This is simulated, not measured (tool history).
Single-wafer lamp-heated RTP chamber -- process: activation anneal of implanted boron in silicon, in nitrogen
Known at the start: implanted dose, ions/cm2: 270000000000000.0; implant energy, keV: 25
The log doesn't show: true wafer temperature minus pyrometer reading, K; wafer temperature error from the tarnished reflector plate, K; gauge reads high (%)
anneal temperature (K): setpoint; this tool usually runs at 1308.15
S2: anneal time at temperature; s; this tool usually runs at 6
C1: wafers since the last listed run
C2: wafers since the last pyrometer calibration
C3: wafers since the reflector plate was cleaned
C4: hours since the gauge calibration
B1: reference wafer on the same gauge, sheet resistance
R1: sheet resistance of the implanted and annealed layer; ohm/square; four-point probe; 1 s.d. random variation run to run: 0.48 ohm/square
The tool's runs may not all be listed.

run 1 day=0.000 | anneal_temperature_(K)=1322.15 S2=6 | C1=0 C2=2389 C3=5511 C4=1048.4 | B1=275.87 | R1=320.50
run 2 day=1.754 | anneal_temperature_(K)=1322.15 S2=6 | C1=917 C2=3306 C3=6429 C4=1090.5 | B1=275.78 | R1=320.47
run 3 day=2.821 | anneal_temperature_(K)=1327.15 S2=6 | C1=557 C2=3864 C3=6987 C4=1116.1 | B1=275.87 | R1=319.68
-- day=4.721 reflector plate cleaned
run 4 day=5.258 | anneal_temperature_(K)=1327.15 S2=6 | C1=1100 C2=4965 C3=280 C4=1174.6 | B1=276.12 | R1=320.19
run 5 day=6.946 | anneal_temperature_(K)=1300.15 S2=6 | C1=882 C2=5848 C3=1163 C4=1215.1 | B1=276.19 | R1=322.71
run 6 day=8.679 | anneal_temperature_(K)=1308.15 S2=6 | C1=906 C2=6755 C3=2069 C4=1256.7 | B1=276.16 | R1=321.15
-- day=9.367 pyrometer window cleaned and pyrometer calibrated
run 7 day=10.262 | anneal_temperature_(K)=1308.15 S2=6 | C1=653 C2=468 C3=2723 C4=1294.7 | B1=276.24 | R1=322.07
run 8 day=12.012 | anneal_temperature_(K)=1286.15 S2=3 | C1=915 C2=1384 C3=3639 C4=1336.7 | B1=276.32 | R1=326.80
run 9 day=14.550 | anneal_temperature_(K)=1286.15 S2=3 | C1=1327 C2=2711 C3=4966 C4=1397.6 | B1=276.33 | R1=327.40
run 10 day=17.388 | anneal_temperature_(K)=1308.15 S2=6 | C1=1484 C2=4195 C3=6450 C4=1465.7 | B1=276.60 | R1=322.34
run 11 day=18.496 | anneal_temperature_(K)=1308.15 S2=6 | C1=579 C2=4775 C3=7030 C4=1492.3 | B1=276.66 | R1=321.62
run 12 day=20.300 | anneal_temperature_(K)=1308.15 S2=6 | C1=943 C2=5719 C3=7974 C4=1535.6 | B1=276.77 | R1=323.00
-- day=21.204 reflector plate cleaned
-- day=22.383 gauge calibrated
run 13 day=22.442 | anneal_temperature_(K)=1308.15 S2=6 | C1=945 C2=6665 C3=647 C4=1.4 | B1=274.26 | R1=319.30
-- day=22.888 pyrometer window cleaned and pyrometer calibrated
run 14 day=24.712 | anneal_temperature_(K)=1308.15 S2=8 | C1=1013 C2=955 C3=1661 C4=55.9 | B1=274.26 | R1=318.96
run 15 day=27.583 | anneal_temperature_(K)=1308.15 S2=6 | C1=1501 C2=2456 C3=3162 C4=124.8 | B1=274.42 | R1=319.67
run 16 day=29.400 | anneal_temperature_(K)=1308.15 S2=6 | C1=950 C2=3407 C3=4113 C4=168.4 | B1=274.59 | R1=319.67
run 17 day=31.946 | anneal_temperature_(K)=1308.15 S2=6 | C1=1331 C2=4738 C3=5444 C4=229.5 | B1=274.70 | R1=319.83
run 18 day=33.621 | anneal_temperature_(K)=1317.15 S2=7 | C1=876 C2=5615 C3=6320 C4=269.7 | B1=274.57 | R1=319.34
run 19 day=36.112 | anneal_temperature_(K)=1308.15 S2=6 | C1=1303 C2=6918 C3=7624 C4=329.5 | B1=274.72 | R1=319.93
-- day=36.779 reflector plate cleaned
-- day=37.083 pyrometer window cleaned and pyrometer calibrated
run 20 day=38.579 | anneal_temperature_(K)=1327.15 S2=8 | C1=957 C2=782 C3=782 C4=388.7 | B1=274.87 | R1=318.47
run 21 day=39.654 | anneal_temperature_(K)=1308.15 S2=4 | C1=562 C2=1344 C3=1344 C4=414.5 | B1=274.99 | R1=321.06
run 22 day=41.692 | anneal_temperature_(K)=1308.15 S2=6 | C1=1065 C2=2410 C3=2410 C4=463.4 | B1=275.08 | R1=320.41
run 23 day=43.804 | anneal_temperature_(K)=1308.15 S2=3 | C1=1105 C2=3515 C3=3515 C4=514.1 | B1=275.13 | R1=320.60
run 24 day=46.400 | anneal_temperature_(K)=1299.15 S2=6 | C1=1357 C2=4873 C3=4873 C4=576.4 | B1=275.32 | R1=321.46
run 25 day=48.275 | anneal_temperature_(K)=1281.15 S2=5 | C1=980 C2=5854 C3=5854 C4=621.4 | B1=275.33 | R1=325.71
-- day=50.283 pyrometer window cleaned and pyrometer calibrated
run 26 day=50.867 | anneal_temperature_(K)=1308.15 S2=6 | C1=1181 C2=305 C3=7035 C4=683.6 | B1=275.60 | R1=319.79
-- day=52.904 reflector plate cleaned
run 27 day=53.746 | anneal_temperature_(K)=1308.15 S2=6 | C1=1331 C2=1637 C3=440 C4=752.7 | B1=275.69 | R1=320.92
run 28 day=54.979 | anneal_temperature_(K)=1322.15 S2=6 | C1=645 C2=2282 C3=1086 C4=782.3 | B1=275.74 | R1=319.05
run 29 day=56.908 | anneal_temperature_(K)=1324.15 S2=4 | C1=1009 C2=3291 C3=2095 C4=828.6 | B1=275.74 | R1=320.55
run 30 day=59.200 | anneal_temperature_(K)=1328.15 S2=4 | C1=1198 C2=4490 C3=3293 C4=883.6 | B1=275.92 | R1=320.11
run 31 day=60.504 | anneal_temperature_(K)=1282.15 S2=8 | C1=682 C2=5172 C3=3976 C4=914.9 | B1=275.98 | R1=325.09
-- day=63.175 pyrometer window cleaned and pyrometer calibrated
run 32 day=63.196 | anneal_temperature_(K)=1335.15 S2=4 | C1=1233 C2=11 C3=5209 C4=979.5 | B1=275.96 | R1=320.91
run 33 day=64.221 | anneal_temperature_(K)=1323.15 S2=6 | C1=536 C2=547 C3=5745 C4=1004.1 | B1=276.07 | R1=320.87
run 34 day=66.704 | anneal_temperature_(K)=1328.15 S2=9 | C1=1299 C2=1846 C3=7045 C4=1063.7 | B1=276.20 | R1=320.82
run 35 day=69.362 | anneal_temperature_(K)=1280.15 S2=4 | C1=1390 C2=3236 C3=8435 C4=1127.5 | B1=276.39 | R1=328.42
-- day=69.971 reflector plate cleaned
run 36 day=71.050 | anneal_temperature_(K)=1308.15 S2=7 | C1=708 C2=3945 C3=564 C4=1168.0 | B1=276.47 | R1=321.11
run 37 day=72.508 | anneal_temperature_(K)=1290.15 S2=4 | C1=762 C2=4708 C3=1327 C4=1203.0 | B1=276.40 | R1=325.10

Run-by-run hidden state of the tool:
true wafer temperature minus pyrometer reading, K: 0 at every run
wafer temperature error from the tarnished reflector plate, K: 0 at every run
H1: gauge reads high (%)
run=1 H1=0.67
run=2 H1=0.698
run=3 H1=0.715
run=4 H1=0.754
run=5 H1=0.781
run=6 H1=0.809
run=7 H1=0.834
run=8 H1=0.862
run=9 H1=0.903
run=10 H1=0.948
run=11 H1=0.966
run=12 H1=0.995
run=13 H1=0.0926
run=14 H1=0.129
run=15 H1=0.175
run=16 H1=0.204
run=17 H1=0.245
run=18 H1=0.272
run=19 H1=0.312
run=20 H1=0.351
run=21 H1=0.369
run=22 H1=0.401
run=23 H1=0.435
run=24 H1=0.477
run=25 H1=0.507
run=26 H1=0.548
run=27 H1=0.595
run=28 H1=0.614
run=29 H1=0.645
run=30 H1=0.682
run=31 H1=0.703
run=32 H1=0.746
run=33 H1=0.762
run=34 H1=0.802
run=35 H1=0.845
run=36 H1=0.872
run=37 H1=0.895
